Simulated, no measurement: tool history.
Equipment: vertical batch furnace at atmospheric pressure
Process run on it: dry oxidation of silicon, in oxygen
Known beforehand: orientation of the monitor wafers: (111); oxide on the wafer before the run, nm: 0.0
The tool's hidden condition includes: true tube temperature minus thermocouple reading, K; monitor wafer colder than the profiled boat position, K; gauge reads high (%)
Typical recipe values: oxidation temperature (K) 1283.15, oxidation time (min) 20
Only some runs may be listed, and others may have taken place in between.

| run | hour | oxidation temperature (K) | oxidation time (min) | wafers since the last listed run | hours since the last temperature calibration | hours since the boat lift was adjusted | hours since the gauge calibration | read-back reference wafer on the same gauge, thickness | oxide thickness on the monitor wafer (Å) |
|---|---|---|---|---|---|---|---|---|---|
| 1 | 0 | 1283.15 | 20 | 0 | 1471.4 | 3442.5 | 290.9 | 31.53 | 316.6 |
| 2 | 43.3 | 1283.15 | 20 | 801 | 1514.7 | 3485.8 | 334.2 | 31.5 | 319.1 |
| 3 | 88.8 | 1283.15 | 20 | 841 | 1560.2 | 3531.3 | 379.7 | 31.55 | 318.8 |
| 4 | 150.5 | 1283.15 | 20 | 1141 | 1621.9 | 3593 | 441.4 | 31.49 | 315.4 |
| 5 | 177.4 | 1283.15 | 20 | 497 | 1648.8 | 3619.9 | 468.3 | 31.45 | 317.8 |
| 6 | 217.7 | 1273.15 | 20 | 745 | 1689.1 | 3660.2 | 508.6 | 31.56 | 294 |
| 7 | 286.5 | 1273.15 | 20 | 1272 | 1757.9 | 3729 | 577.4 | 31.48 | 291.5 |
| 8 | 311.9 | 1283.15 | 20 | 469 | 1783.3 | 3754.4 | 602.8 | 31.55 | 320.7 |
| 9 | 369.8 | 1283.15 | 20 | 1071 | 1841.2 | 3812.3 | 660.7 | 31.53 | 319.4 |
|  | 371.2 | gauge calibrated |
| 10 | 401.8 | 1283.15 | 20 | 591 | 1873.2 | 3844.3 | 30.6 | 31.54 | 319.9 |
|  | 469.8 | boat lift adjusted |
| 11 | 470.3 | 1303.15 | 20 | 823 | 1941.7 | 0.5 | 99.1 | 31.49 | 369.9 |
| 12 | 514 | 1303.15 | 20 | 808 | 1985.4 | 44.2 | 142.8 | 31.47 | 371.4 |
| 13 | 564 | 1303.15 | 20 | 924 | 2035.4 | 94.2 | 192.8 | 31.5 | 372.4 |
|  | 626.4 | thermocouples replaced and temperature profile calibrated |
| 14 | 626.9 | 1300.15 | 20 | 719 | 0.5 | 157.1 | 255.7 | 31.5 | 355.3 |
| 15 | 640.4 | 1303.15 | 20 | 249 | 14 | 170.6 | 269.2 | 31.46 | 365.9 |
| 16 | 703.3 | 1274.15 | 20 | 1163 | 76.9 | 233.5 | 332.1 | 31.47 | 290.7 |
| 17 | 756 | 1274.15 | 30 | 974 | 129.6 | 286.2 | 384.8 | 31.53 | 381.5 |
| 18 | 824.3 | 1283.15 | 27 | 1263 | 197.9 | 354.5 | 453.1 | 31.56 | 381.7 |
| 19 | 871.2 | 1274.15 | 20 | 867 | 244.8 | 401.4 | 500 | 31.51 | 289.8 |
| 20 | 908.6 | 1283.15 | 28.5 | 691 | 282.2 | 438.8 | 537.4 | 31.45 | 394.9 |
|  | 971 | gauge calibrated |
| 21 | 972.2 | 1283.15 | 20 | 1176 | 345.8 | 502.4 | 1.2 | 31.52 | 312.6 |
| 22 | 1013.1 | 1263.15 | 10.5 | 756 | 386.7 | 543.3 | 42.1 | 31.51 | 172.8 |
| 23 | 1041.8 | 1262.15 | 12.5 | 530 | 415.4 | 572 | 70.8 | 31.5 | 193.2 |
| 24 | 1109.9 | 1283.15 | 12 | 1259 | 483.5 | 640.1 | 138.9 | 31.47 | 224 |
| 25 | 1230.3 | 1263.15 | 20 | 2227 | 603.9 | 760.5 | 259.3 | 31.52 | 266.9 |
| 26 | 1265.8 | 1295.15 | 20 | 656 | 639.4 | 796 | 294.8 | 31.43 | 344.5 |
| 27 | 1295.2 | 1259.15 | 26 | 543 | 668.8 | 825.4 | 324.2 | 31.5 | 309.6 |

Forecast each of these 5 alternatives for the next run:
| A | 1299.4 | 1283.15 | 20 | 77 | 673 | 829.6 | 328.4 | ? | ? |
| B | 1299.4 | 1276.15 | 22.5 | 77 | 673 | 829.6 | 328.4 | ? | ? |
| C | 1299.4 | 1266.15 | 17 | 77 | 673 | 829.6 | 328.4 | ? | ? |
| D | 1299.4 | 1306.15 | 23.5 | 77 | 673 | 829.6 | 328.4 | ? | ? |
| E | 1299.4 | 1294.15 | 12 | 77 | 673 | 829.6 | 328.4 | ? | ? |

| run | read-back reference wafer on the same gauge, thickness | oxide thickness on the monitor wafer (Å) |
|---|---|---|
| A | 31.5 | 313.7 |
| B | 31.5 | 319.5 |
| C | 31.5 | 244.4 |
| D | 31.5 | 412.1 |
| E | 31.5 | 245.5 |
The same runs, with their run-to-run variation unchanged, on a tool lacking any hidden condition would have given:
| run | oxide thickness on the monitor wafer (Å) |
|---|---|
| A | 311.8 |
| B | 317.5 |
| C | 243 |
| D | 410.2 |
| E | 244.1 |
